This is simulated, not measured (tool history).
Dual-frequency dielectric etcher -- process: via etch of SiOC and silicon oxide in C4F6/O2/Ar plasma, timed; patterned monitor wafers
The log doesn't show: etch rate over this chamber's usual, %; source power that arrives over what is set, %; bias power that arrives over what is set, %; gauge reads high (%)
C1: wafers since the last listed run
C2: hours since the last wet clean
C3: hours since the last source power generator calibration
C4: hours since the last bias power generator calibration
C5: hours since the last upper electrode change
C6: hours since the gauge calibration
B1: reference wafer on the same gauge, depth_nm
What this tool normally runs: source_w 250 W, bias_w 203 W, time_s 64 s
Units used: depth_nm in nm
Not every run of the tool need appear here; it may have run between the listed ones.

{"run": 1, "hour": 0.0, "source_w": 250, "bias_w": 203, "time_s": 64, "C1": 0, "C2": 298.4, "C3": 1205.5, "C4": 2724.7, "C5": 2650.9, "C6": 835, "B1": 61.1, "depth_nm": 66.6}
{"run": 2, "hour": 25.6, "source_w": 250, "bias_w": 203, "time_s": 64, "C1": 349, "C2": 324, "C3": 1231.1, "C4": 2750.3, "C5": 2676.5, "C6": 860.6, "B1": 61, "depth_nm": 66.5}
{"run": 3, "hour": 44.9, "source_w": 250, "bias_w": 203, "time_s": 64, "C1": 263, "C2": 343.3, "C3": 1250.4, "C4": 2769.6, "C5": 2695.8, "C6": 879.9, "B1": 61.1, "depth_nm": 66.1}
{"run": 4, "hour": 59.3, "source_w": 250, "bias_w": 203, "time_s": 64, "C1": 196, "C2": 357.7, "C3": 1264.8, "C4": 2784, "C5": 2710.2, "C6": 894.3, "B1": 61.1, "depth_nm": 66}
{"run": 5, "hour": 87.0, "source_w": 250, "bias_w": 203, "time_s": 64, "C1": 378, "C2": 385.4, "C3": 1292.5, "C4": 2811.7, "C5": 2737.9, "C6": 922, "B1": 61.1, "depth_nm": 66.5}
{"run": 6, "hour": 115.1, "source_w": 250, "bias_w": 203, "time_s": 64, "C1": 383, "C2": 413.5, "C3": 1320.6, "C4": 2839.8, "C5": 2766, "C6": 950.1, "B1": 61.1, "depth_nm": 66.6}
{"hour": 140.1, "done": "gauge calibrated"}
{"run": 7, "hour": 142.9, "source_w": 280, "bias_w": 203, "time_s": 64, "C1": 379, "C2": 441.3, "C3": 1348.4, "C4": 2867.6, "C5": 2793.8, "C6": 2.8, "B1": 61, "depth_nm": 71.3}
{"run": 8, "hour": 160.0, "source_w": 250, "bias_w": 203, "time_s": 70, "C1": 233, "C2": 458.4, "C3": 1365.5, "C4": 2884.7, "C5": 2810.9, "C6": 19.9, "B1": 61.1, "depth_nm": 72.6}
{"run": 9, "hour": 188.1, "source_w": 250, "bias_w": 203, "time_s": 64, "C1": 383, "C2": 486.5, "C3": 1393.6, "C4": 2912.8, "C5": 2839, "C6": 48, "B1": 61.1, "depth_nm": 65.7}
{"run": 10, "hour": 201.1, "source_w": 250, "bias_w": 203, "time_s": 64, "C1": 177, "C2": 499.5, "C3": 1406.6, "C4": 2925.8, "C5": 2852, "C6": 61, "B1": 61.1, "depth_nm": 66.2}
{"run": 11, "hour": 231.0, "source_w": 200, "bias_w": 168, "time_s": 72.5, "C1": 408, "C2": 529.4, "C3": 1436.5, "C4": 2955.7, "C5": 2881.9, "C6": 90.9, "B1": 61.1, "depth_nm": 57.7}
{"run": 12, "hour": 244.9, "source_w": 310, "bias_w": 174, "time_s": 69.5, "C1": 189, "C2": 543.3, "C3": 1450.4, "C4": 2969.6, "C5": 2895.8, "C6": 104.8, "B1": 61.1, "depth_nm": 74.7}
{"run": 13, "hour": 276.4, "source_w": 190, "bias_w": 203, "time_s": 51, "C1": 429, "C2": 574.8, "C3": 1481.9, "C4": 3001.1, "C5": 2927.3, "C6": 136.3, "B1": 61.1, "depth_nm": 44}
{"hour": 323.3, "done": "wet clean of the chamber"}
{"hour": 371.3, "done": "bias power generator calibrated"}
{"run": 14, "hour": 371.8, "source_w": 290, "bias_w": 223, "time_s": 79.5, "C1": 919, "C2": 48.5, "C3": 1577.3, "C4": 0.5, "C5": 3022.7, "C6": 231.7, "B1": 61.1, "depth_nm": 94.4}
{"run": 15, "hour": 380.3, "source_w": 250, "bias_w": 203, "time_s": 64, "C1": 116, "C2": 57, "C3": 1585.8, "C4": 9, "C5": 3031.2, "C6": 240.2, "B1": 61.1, "depth_nm": 66}
{"run": 16, "hour": 394.5, "source_w": 250, "bias_w": 203, "time_s": 64, "C1": 193, "C2": 71.2, "C3": 1600, "C4": 23.2, "C5": 3045.4, "C6": 254.4, "B1": 61.1, "depth_nm": 66}
{"hour": 411.7, "done": "source power generator calibrated"}
{"hour": 430.4, "done": "upper electrode replaced"}
{"run": 17, "hour": 430.9, "source_w": 310, "bias_w": 172, "time_s": 52.5, "C1": 186, "C2": 107.6, "C3": 19.2, "C4": 59.6, "C5": 0.5, "C6": 290.8, "B1": 61.1, "depth_nm": 56.5}
{"run": 18, "hour": 431.2, "source_w": 210, "bias_w": 185, "time_s": 45.5, "C1": 4, "C2": 107.9, "C3": 19.5, "C4": 59.9, "C5": 0.8, "C6": 291.1, "B1": 61.1, "depth_nm": 39.8}
{"run": 19, "hour": 445.7, "source_w": 250, "bias_w": 203, "time_s": 64, "C1": 197, "C2": 122.4, "C3": 34, "C4": 74.4, "C5": 15.3, "C6": 305.6, "B1": 61.1, "depth_nm": 66.2}
{"run": 20, "hour": 472.9, "source_w": 190, "bias_w": 166, "time_s": 47, "C1": 371, "C2": 149.6, "C3": 61.2, "C4": 101.6, "C5": 42.5, "C6": 332.8, "B1": 61.1, "depth_nm": 35.9}
{"run": 21, "hour": 502.1, "source_w": 290, "bias_w": 246, "time_s": 82.5, "C1": 398, "C2": 178.8, "C3": 90.4, "C4": 130.8, "C5": 71.7, "C6": 362, "B1": 61.1, "depth_nm": 103}
{"run": 22, "hour": 520.6, "source_w": 250, "bias_w": 203, "time_s": 64, "C1": 252, "C2": 197.3, "C3": 108.9, "C4": 149.3, "C5": 90.2, "C6": 380.5, "B1": 61, "depth_nm": 66.2}
{"run": 23, "hour": 544.3, "source_w": 210, "bias_w": 231, "time_s": 55, "C1": 323, "C2": 221, "C3": 132.6, "C4": 173, "C5": 113.9, "C6": 404.2, "B1": 61.1, "depth_nm": 54.4}
{"run": 24, "hour": 585.7, "source_w": 270, "bias_w": 164, "time_s": 45.5, "C1": 565, "C2": 262.4, "C3": 174, "C4": 214.4, "C5": 155.3, "C6": 445.6, "B1": 61.1, "depth_nm": 43.6}
{"run": 25, "hour": 607.8, "source_w": 250, "bias_w": 203, "time_s": 64, "C1": 301, "C2": 284.5, "C3": 196.1, "C4": 236.5, "C5": 177.4, "C6": 467.7, "B1": 61.1, "depth_nm": 66.4}
{"run": 26, "hour": 639.4, "source_w": 250, "bias_w": 203, "time_s": 64, "C1": 431, "C2": 316.1, "C3": 227.7, "C4": 268.1, "C5": 209, "C6": 499.3, "B1": 61.2, "depth_nm": 66.6}
{"run": 27, "hour": 665.9, "source_w": 250, "bias_w": 203, "time_s": 64, "C1": 361, "C2": 342.6, "C3": 254.2, "C4": 294.6, "C5": 235.5, "C6": 525.8, "B1": 61.1, "depth_nm": 65.8}
{"run": 28, "hour": 682.6, "source_w": 250, "bias_w": 203, "time_s": 54, "C1": 227, "C2": 359.3, "C3": 270.9, "C4": 311.3, "C5": 252.2, "C6": 542.5, "B1": 61.1, "depth_nm": 55.6}
{"run": 29, "hour": 718.1, "source_w": 290, "bias_w": 203, "time_s": 80, "C1": 484, "C2": 394.8, "C3": 306.4, "C4": 346.8, "C5": 287.7, "C6": 578, "B1": 61.1, "depth_nm": 90.3}

How the hidden state differs across the entries between the runs, from the last listed run before each to the first after it:
Between runs 6 and 7: gauge calibrated (hour 140.1)
  no difference in the tool's unlogged condition between these two runs
Between runs 13 and 14: wet clean of the chamber (hour 323.3); bias power generator calibrated (hour 371.3)
  no difference in the tool's unlogged condition between these two runs
Between runs 16 and 17: source power generator calibrated (hour 411.7); upper electrode replaced (hour 430.4)
  no difference in the tool's unlogged condition between these two runs

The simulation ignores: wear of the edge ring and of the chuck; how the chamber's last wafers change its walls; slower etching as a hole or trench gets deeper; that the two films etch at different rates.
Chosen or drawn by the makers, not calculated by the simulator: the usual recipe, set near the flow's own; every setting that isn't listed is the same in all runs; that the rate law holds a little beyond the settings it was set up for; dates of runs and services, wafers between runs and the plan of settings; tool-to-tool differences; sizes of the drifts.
